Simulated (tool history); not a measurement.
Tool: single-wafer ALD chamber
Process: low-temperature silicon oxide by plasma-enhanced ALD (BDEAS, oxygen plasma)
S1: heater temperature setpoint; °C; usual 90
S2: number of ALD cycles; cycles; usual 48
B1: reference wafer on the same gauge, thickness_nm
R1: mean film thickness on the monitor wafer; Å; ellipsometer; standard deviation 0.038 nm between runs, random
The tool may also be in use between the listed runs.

run 1 hour=0 | S1=90 S2=48 | B1=6.903 | R1=67.96
run 2 hour=49.1 | S1=90 S2=48 | B1=6.884 | R1=67.65
run 3 hour=62.2 | S1=90 S2=48 | B1=6.895 | R1=67.81
run 4 hour=68.5 | S1=87 S2=52 | B1=6.912 | R1=74.76
run 5 hour=77.9 | S1=87 S2=52 | B1=6.901 | R1=74.81
run 6 hour=90 | S1=87 S2=52 | B1=6.908 | R1=74.62
run 7 hour=103 | S1=90 S2=48 | B1=6.909 | R1=67.8
run 8 hour=120.8 | S1=90 S2=48 | B1=6.898 | R1=67.94
run 9 hour=128.1 | S1=90 S2=48 | B1=6.902 | R1=68.2
run 10 hour=134.4 | S1=90 S2=53 | B1=6.897 | R1=75.12
run 11 hour=161.7 | S1=90 S2=53 | B1=6.906 | R1=75.13
run 12 hour=179.2 | S1=90 S2=53 | B1=6.902 | R1=75.11
run 13 hour=191.2 | S1=90 S2=48 | B1=6.902 | R1=68.32
run 14 hour=200.7 | S1=90 S2=48 | B1=6.894 | R1=68.37
run 15 hour=212.4 | S1=90 S2=51 | B1=6.904 | R1=71.97
run 16 hour=249.5 | S1=90 S2=51 | B1=6.905 | R1=72.64
run 17 hour=266.3 | S1=96 S2=48 | B1=6.899 | R1=66.45
run 18 hour=289.6 | S1=96 S2=48 | B1=6.899 | R1=66.57
run 19 hour=297.9 | S1=96 S2=48 | B1=6.898 | R1=66.87
run 20 hour=313.7 | S1=90 S2=48 | B1=6.894 | R1=68.41
-- hour=325.1 gauge calibrated
run 21 hour=329.9 | S1=97 S2=53 | B1=6.898 | R1=73.15
run 22 hour=345.1 | S1=90 S2=48 | B1=6.902 | R1=68.09
run 23 hour=361.2 | S1=84 S2=53 | B1=6.901 | R1=76.64
run 24 hour=374.9 | S1=103 S2=57 | B1=6.891 | R1=77.4
run 25 hour=388.7 | S1=83 S2=56 | B1=6.901 | R1=81.24
run 26 hour=396.9 | S1=86 S2=44 | B1=6.909 | R1=63.32
run 27 hour=406.4 | S1=90 S2=57 | B1=6.9 | R1=80.46
run 28 hour=417.7 | S1=90 S2=48 | B1=6.902 | R1=68.72
run 29 hour=434.7 | S1=78 S2=41 | B1=6.905 | R1=60.43
-- hour=456.6 thermocouple changed; heater temperature recalibrated
run 30 hour=457.1 | S1=90 S2=51 | B1=6.904 | R1=73.33
run 31 hour=496.9 | S1=90 S2=48 | B1=6.901 | R1=68.66
run 32 hour=505.8 | S1=90 S2=48 | B1=6.898 | R1=68.45
run 33 hour=523.5 | S1=90 S2=48 | B1=6.904 | R1=67.98
run 34 hour=540.9 | S1=104 S2=57 | B1=6.889 | R1=77.14
run 35 hour=547.3 | S1=90 S2=48 | B1=6.897 | R1=68.73
run 36 hour=590.3 | S1=103 S2=41 | B1=6.901 | R1=55.76
run 37 hour=602.3 | S1=90 S2=48 | B1=6.904 | R1=68.02
run 38 hour=619.2 | S1=102 S2=53 | B1=6.896 | R1=72.05
run 39 hour=625.4 | S1=81 S2=40 | B1=6.901 | R1=58.91
run 40 hour=637.1 | S1=104 S2=54 | B1=6.9 | R1=73.07

4 ways to go on from here, each from the tool as it stands after run 40. What would each give?
run A hour=637.6 | S1=90 S2=48 | B1=? | R1=?
run B hour=637.6 | S1=105 S2=48 | B1=? | R1=?
run C hour=637.6 | S1=81 S2=45 | B1=? | R1=?
run D hour=637.6 | S1=76 S2=43 | B1=? | R1=?

run=A B1=6.909 R1=68.52
run=B B1=6.909 R1=65.42
run=C B1=6.909 R1=66.37
run=D B1=6.909 R1=64.56
The same runs, with their run-to-run variation unchanged, on a tool lacking any hidden condition would have given:
run=A R1=68.52
run=B R1=65.42
run=C R1=66.37
run=D R1=64.56
